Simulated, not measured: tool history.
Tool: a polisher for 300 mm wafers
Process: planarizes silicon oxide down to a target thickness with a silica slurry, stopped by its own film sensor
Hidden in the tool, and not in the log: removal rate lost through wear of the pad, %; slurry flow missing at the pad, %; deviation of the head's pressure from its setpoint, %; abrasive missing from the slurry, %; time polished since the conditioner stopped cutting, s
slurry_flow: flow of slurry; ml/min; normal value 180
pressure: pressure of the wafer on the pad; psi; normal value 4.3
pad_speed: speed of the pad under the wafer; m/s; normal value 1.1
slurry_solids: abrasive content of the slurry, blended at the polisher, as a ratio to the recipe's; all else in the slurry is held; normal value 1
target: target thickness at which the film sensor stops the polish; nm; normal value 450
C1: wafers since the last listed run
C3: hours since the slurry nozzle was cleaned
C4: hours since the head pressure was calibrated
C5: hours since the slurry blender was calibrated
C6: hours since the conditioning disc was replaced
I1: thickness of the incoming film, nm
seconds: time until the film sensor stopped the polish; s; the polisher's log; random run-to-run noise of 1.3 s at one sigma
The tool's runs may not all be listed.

Run 1, hour 0: usual settings; C1 0; wafers polished on this pad 204; C3 54; C4 508.4; C5 230.4; C6 357.2; I1 818.8. Result: seconds 109.7 s.
Run 2, hour 11.8: usual settings; C1 98; wafers polished on this pad 302; C3 65.8; C4 520.2; C5 242.2; C6 369; I1 799.3. Result: seconds 105.4 s.
Run 3, hour 28.1: usual settings; C1 135; wafers polished on this pad 438; C3 82.1; C4 536.5; C5 258.5; C6 385.3; I1 797. Result: seconds 103.1 s.
Run 4, hour 34.2: usual settings; C1 50; wafers polished on this pad 489; C3 88.2; C4 542.6; C5 264.6; C6 391.4; I1 815. Result: seconds 110.5 s.
Run 5, hour 46.9: usual settings but pressure 5.1 psi; C1 105; wafers polished on this pad 595; C3 100.9; C4 555.3; C5 277.3; C6 404.1; I1 827.5. Result: seconds 95.6 s.
Run 6, hour 58.5: usual settings but pressure 5.1 psi; C1 96; wafers polished on this pad 692; C3 112.5; C4 566.9; C5 288.9; C6 415.7; I1 815.7. Result: seconds 92.9 s.
Run 7, hour 66.4: usual settings but target 501 nm; C1 65; wafers polished on this pad 758; C3 120.4; C4 574.8; C5 296.8; C6 423.6; I1 802.4. Result: seconds 90.7 s.
Run 8, hour 79.8: usual settings but target 501 nm; C1 111; wafers polished on this pad 869; C3 133.8; C4 588.2; C5 310.2; C6 437; I1 801. Result: seconds 91.3 s.
Run 9, hour 93.2: usual settings; C1 111; wafers polished on this pad 981; C3 147.2; C4 601.6; C5 323.6; C6 450.4; I1 812.4. Result: seconds 109 s.
Run 10, hour 102.2: usual settings; C1 75; wafers polished on this pad 1056; C3 156.2; C4 610.6; C5 332.6; C6 459.4; I1 812.5. Result: seconds 108.3 s.
Run 11, hour 114.6: usual settings; C1 103; wafers polished on this pad 1160; C3 168.6; C4 623; C5 345; C6 471.8; I1 812.5. Result: seconds 107.9 s.
Run 12, hour 122.2: usual settings; C1 63; wafers polished on this pad 1223; C3 176.2; C4 630.6; C5 352.6; C6 479.4; I1 822. Result: seconds 111.8 s.
Run 13, hour 132: usual settings but slurry_flow 130 ml/min, pressure 4.8 psi; C1 81; wafers polished on this pad 1305; C3 186; C4 640.4; C5 362.4; C6 489.2; I1 823.8. Result: seconds 106.7 s.
At hour 139.8: conditioning disc replaced and pad reconditioned.
Run 14, hour 146.7: usual settings but pressure 4.8 psi, pad_speed 1.28 m/s; C1 105; wafers polished on this pad 1411; C3 200.7; C4 655.1; C5 377.1; C6 6.9; I1 808.3. Result: seconds 88 s.
At hour 161.1: worn pad replaced by a new one.
Run 15, hour 194.5: usual settings but slurry_flow 240 ml/min, pad_speed 1.36 m/s, slurry_solids 0.75, target 564 nm; C1 365; wafers polished on this pad 278; C3 248.5; C4 702.9; C5 424.9; C6 54.7; I1 808.7. Result: seconds 75.4 s.
At hour 205.1: slurry blender recalibrated.
At hour 208.9: slurry nozzle cleaned.
Run 16, hour 210.3: usual settings but pad_speed 0.76 m/s, slurry_solids 1.2; C1 106; wafers polished on this pad 385; C3 1.4; C4 718.7; C5 5.2; C6 70.5; I1 814.7. Result: seconds 134.8 s.
Run 17, hour 220.9: usual settings but pressure 3.9 psi, target 548 nm; C1 88; wafers polished on this pad 474; C3 12; C4 729.3; C5 15.8; C6 81.1; I1 828.6. Result: seconds 90.1 s.
Run 18, hour 227.2: usual settings but pressure 5.1 psi, pad_speed 1.3 m/s; C1 52; wafers polished on this pad 526; C3 18.3; C4 735.6; C5 22.1; C6 87.4; I1 820.6. Result: seconds 83.3 s.
At hour 234.9: head pressure recalibrated.
Run 19, hour 235.4: usual settings but target 501 nm; C1 51; wafers polished on this pad 578; C3 26.5; C4 0.5; C5 30.3; C6 95.6; I1 806. Result: seconds 91.9 s.
Run 20, hour 241: usual settings; C1 46; wafers polished on this pad 625; C3 32.1; C4 6.1; C5 35.9; C6 101.2; I1 805.1. Result: seconds 108.3 s.
Run 21, hour 247.1: usual settings but pad_speed 0.86 m/s, target 381 nm; C1 50; wafers polished on this pad 675; C3 38.2; C4 12.2; C5 42; C6 107.3; I1 802.8. Result: seconds 153.5 s.
Run 22, hour 257.8: usual settings but pad_speed 0.88 m/s, target 491 nm; C1 89; wafers polished on this pad 765; C3 48.9; C4 22.9; C5 52.7; C6 118; I1 800.8. Result: seconds 112.6 s.
Run 23, hour 272.9: usual settings but pressure 5.7 psi, pad_speed 0.76 m/s, target 349 nm; C1 125; wafers polished on this pad 891; C3 64; C4 38; C5 67.8; C6 133.1; I1 818.6. Result: seconds 142.1 s.
Run 24, hour 289.6: usual settings but slurry_flow 225 ml/min, pressure 5.1 psi, slurry_solids 0.7, target 411 nm; C1 139; wafers polished on this pad 1030; C3 80.7; C4 54.7; C5 84.5; C6 149.8; I1 806.4. Result: seconds 129.2 s.
Run 25, hour 301.6: usual settings but slurry_flow 200 ml/min, pad_speed 1.26 m/s, slurry_solids 0.75, target 523 nm; C1 100; wafers polished on this pad 1130; C3 92.7; C4 66.7; C5 96.5; C6 161.8; I1 818.6. Result: seconds 97.5 s.

Entry by entry between the runs, the difference in hidden state between the last listed run before and the first listed run after:
After run 13, before run 14: conditioning disc replaced and pad reconditioned (hour 139.8)
  nothing in the hidden state changes from one run to the other
After run 14, before run 15: worn pad replaced by a new one (hour 161.1)
  nothing in the hidden state changes from one run to the other
After run 15, before run 16: slurry blender recalibrated (hour 205.1); slurry nozzle cleaned (hour 208.9)
  nothing in the hidden state changes from one run to the other
After run 18, before run 19: head pressure recalibrated (hour 234.9)
  nothing in the hidden state changes from one run to the other
